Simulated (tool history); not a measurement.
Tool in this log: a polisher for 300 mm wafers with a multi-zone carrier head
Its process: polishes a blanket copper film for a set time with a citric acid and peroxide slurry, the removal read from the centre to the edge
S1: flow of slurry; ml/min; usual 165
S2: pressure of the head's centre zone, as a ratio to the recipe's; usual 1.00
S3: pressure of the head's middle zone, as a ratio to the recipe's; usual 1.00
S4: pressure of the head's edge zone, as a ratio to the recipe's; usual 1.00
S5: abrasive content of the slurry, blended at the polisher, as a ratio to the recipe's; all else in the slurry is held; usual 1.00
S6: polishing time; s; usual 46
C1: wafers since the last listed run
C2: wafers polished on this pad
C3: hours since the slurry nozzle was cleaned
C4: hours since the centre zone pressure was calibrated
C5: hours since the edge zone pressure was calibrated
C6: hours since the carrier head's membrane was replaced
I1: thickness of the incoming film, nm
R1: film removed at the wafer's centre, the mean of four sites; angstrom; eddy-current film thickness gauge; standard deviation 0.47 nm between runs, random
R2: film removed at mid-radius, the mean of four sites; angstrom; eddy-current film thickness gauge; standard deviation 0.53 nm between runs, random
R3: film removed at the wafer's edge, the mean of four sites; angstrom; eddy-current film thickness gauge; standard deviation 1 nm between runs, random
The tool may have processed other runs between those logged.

run   hour   S1    S2    S3    S4    S5  S6   C1    C2     C3      C4      C5     C6     I1   R1   R2   R3
  1    0.0  165  1.00  1.00  1.00  1.00  37    0   791   64.6  1110.0  1178.5  828.3  942.2  581  578  595
  2   15.1  175  1.00  1.00  1.00  1.00  46  184   976   79.7  1125.1  1193.6  843.4  977.7  733  719  741
  3   52.7  165  0.96  1.00  1.04  1.00  46  460  1437  117.3  1162.7  1231.2  881.0  953.3  697  716  726
      72.4  -- worn pad replaced by a new one
  4   72.9  165  1.00  1.00  1.00  1.00  46  198     5  137.5  1182.9  1251.4  901.2  955.9  700  713  711
      80.9  -- centre zone pressure recalibrated
  5   82.0  210  1.10  1.00  1.00  1.00  46   86    92  146.6     1.1  1260.5  910.3  956.2  781  744  729
  6   93.9  165  1.00  1.00  1.00  0.85  46  145   238  158.5    13.0  1272.4  922.2  969.4  688  682  683
  7  103.1  165  1.00  1.06  1.00  1.00  61  112   350  167.7    22.2  1281.6  931.4  952.1  944  978  938
  8  109.6  135  1.07  1.09  1.00  0.75  46   79   430  174.2    28.7  1288.1  937.9  958.0  673  675  651
     116.9  -- carrier head's membrane replaced by a new one
  9  118.3  120  1.00  1.00  1.00  0.70  46   45   475  182.9    37.4  1296.8    1.4  948.8  612  615  627
 10  131.4  165  1.00  1.00  1.00  1.00  46  160   636  196.0    50.5  1309.9   14.5  945.1  704  694  708
     135.9  -- edge zone pressure recalibrated
 11  147.6  165  1.00  1.00  0.94  1.20  46  173   810  212.2    66.7    11.7   30.7  974.2  735  729  723
 12  194.9  165  1.00  1.10  1.06  1.00  46  579  1389  259.5   114.0    59.0   78.0  969.6  701  743  730
     200.2  -- worn pad replaced by a new one
 13  207.1  150  0.96  1.06  0.91  1.00  46  100    84  271.7   126.2    71.2   90.2  946.7  669  713  674
     211.5  -- slurry nozzle cleaned
 14  224.4  165  1.00  1.00  1.00  1.00  46  199   283   12.9   143.5    88.5  107.5  968.4  730  724  723
 15  232.0  165  1.00  1.00  0.94  1.20  46   93   376   20.5   151.1    96.1  115.1  948.1  750  744  729
 16  249.9  165  1.00  1.00  1.00  1.25  46  219   596   38.4   169.0   114.0  133.0  954.2  761  746  746
 17  264.9  180  1.00  1.00  1.00  1.00  46  183   779   53.4   184.0   129.0  148.0  964.2  722  726  722
 18  275.3  145  1.00  1.00  1.00  1.00  46  127   907   63.8   194.4   139.4  158.4  970.1  700  690  709
 19  293.2  165  1.00  1.00  0.91  1.00  46  219  1126   81.7   212.3   157.3  176.3  948.3  714  707  690
     308.8  -- worn pad replaced by a new one
 20  309.5  165  0.94  1.00  1.00  1.00  53  150     8   98.0   228.6   173.6  192.6  976.4  793  814  830
 21  315.9  165  1.00  1.00  1.00  1.00  60   78    87  104.4   235.0   180.0  199.0  968.1  923  923  926

Below are 5 alternative next runs, each starting from the tool's condition after run 21. Predict each:
  A  316.3  200  1.00  1.00  1.00  1.00  46   4  92  104.8  235.4  180.4  199.4  956.1   ?   ?   ?
  B  316.3  165  1.00  0.91  1.00  1.00  46   4  92  104.8  235.4  180.4  199.4  956.1   ?   ?   ?
  C  316.3  165  1.00  1.00  1.00  0.80  46   4  92  104.8  235.4  180.4  199.4  956.1   ?   ?   ?
  D  316.3  165  1.05  1.00  1.00  1.00  46   4  92  104.8  235.4  180.4  199.4  956.1   ?   ?   ?
  E  316.3  165  1.00  1.00  0.94  1.00  46   4  92  104.8  235.4  180.4  199.4  956.1   ?   ?   ?

run   R1   R2   R3
  A  723  723  736
  B  697  660  720
  C  668  671  689
  D  717  700  719
  E  697  700  701
The same runs, with their run-to-run variation unchanged, on a tool lacking any hidden condition would have given:
run   R1   R2   R3
  A  757  753  758
  B  735  691  745
  C  704  703  712
  D  756  734  744
  E  735  734  725

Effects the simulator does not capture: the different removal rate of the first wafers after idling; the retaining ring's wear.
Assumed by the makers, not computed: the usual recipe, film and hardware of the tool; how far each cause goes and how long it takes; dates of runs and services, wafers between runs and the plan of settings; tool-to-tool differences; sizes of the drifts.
